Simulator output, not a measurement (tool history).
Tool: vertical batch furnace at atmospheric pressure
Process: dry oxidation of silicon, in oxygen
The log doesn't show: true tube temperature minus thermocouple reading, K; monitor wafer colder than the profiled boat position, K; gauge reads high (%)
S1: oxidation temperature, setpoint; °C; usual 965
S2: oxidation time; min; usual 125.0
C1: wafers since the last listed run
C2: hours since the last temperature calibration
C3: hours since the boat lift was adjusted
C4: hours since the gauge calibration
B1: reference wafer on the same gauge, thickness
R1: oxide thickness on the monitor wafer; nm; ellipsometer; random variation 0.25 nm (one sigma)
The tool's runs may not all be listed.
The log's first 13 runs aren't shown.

run	hour	S1	S2	C1	C2	C3	C4	B1	R1
14	565.8	965	125.0	342	1047.9	157.1	1023.7	92.42	87.01
15	611.1	973	112.0	581	1093.2	202.4	1069.0	92.36	85.72
16	675.6	973	112.0	828	1157.7	266.9	1133.5	92.39	85.77
17	734.7	973	112.0	759	1216.8	326.0	1192.6	92.31	86.04
18	797.5	975	66.5	806	1279.6	388.8	1255.4	92.42	62.67
19	846.0	965	125.0	622	1328.1	437.3	1303.9	92.40	87.34
20	903.9	988	150.5	743	1386.0	495.2	1361.8	92.39	114.81
21	1093.9	985	159.0	2440	1576.0	685.2	1551.8	92.42	117.04
# hour 1124.7: thermocouples replaced and temperature profile calibrated
22	1147.1	965	67.5	375	22.4	738.4	1605.0	92.39	57.67
23	1186.9	965	141.5	511	62.2	778.2	1644.8	92.37	93.26
24	1211.3	965	176.0	313	86.6	802.6	1669.2	92.38	106.88
25	1242.6	965	125.0	402	117.9	833.9	1700.5	92.44	85.59
26	1278.7	948	92.0	463	154.0	870.0	1736.6	92.41	62.19
27	1337.6	953	71.0	756	212.9	928.9	1795.5	92.38	55.14
28	1363.1	965	125.0	327	238.4	954.4	1821.0	92.45	86.02
29	1390.8	953	84.5	355	266.1	982.1	1848.7	92.45	61.40
# hour 1435.4: gauge calibrated
30	1439.3	989	125.0	622	314.6	1030.6	3.9	92.35	102.14
31	1494.9	965	125.0	714	370.2	1086.2	59.5	92.35	86.62
32	1558.8	965	125.0	820	434.1	1150.1	123.4	92.38	86.30
33	1608.6	953	180.5	639	483.9	1199.9	173.2	92.46	99.88
34	1699.7	988	185.5	1170	575.0	1291.0	264.3	92.38	130.11
35	1770.5	973	125.0	909	645.8	1361.8	335.1	92.40	91.80
36	1822.2	965	125.0	664	697.5	1413.5	386.8	92.30	87.21

The next listed run, before its measurement:
37	1848.4	988	157.0	336	723.7	1439.7	413.0	?	?

{"run 37": {"B1": 92.46, "R1": 117.31}}
Without the tool's hidden state the same run would have given R1 115.73 nm.

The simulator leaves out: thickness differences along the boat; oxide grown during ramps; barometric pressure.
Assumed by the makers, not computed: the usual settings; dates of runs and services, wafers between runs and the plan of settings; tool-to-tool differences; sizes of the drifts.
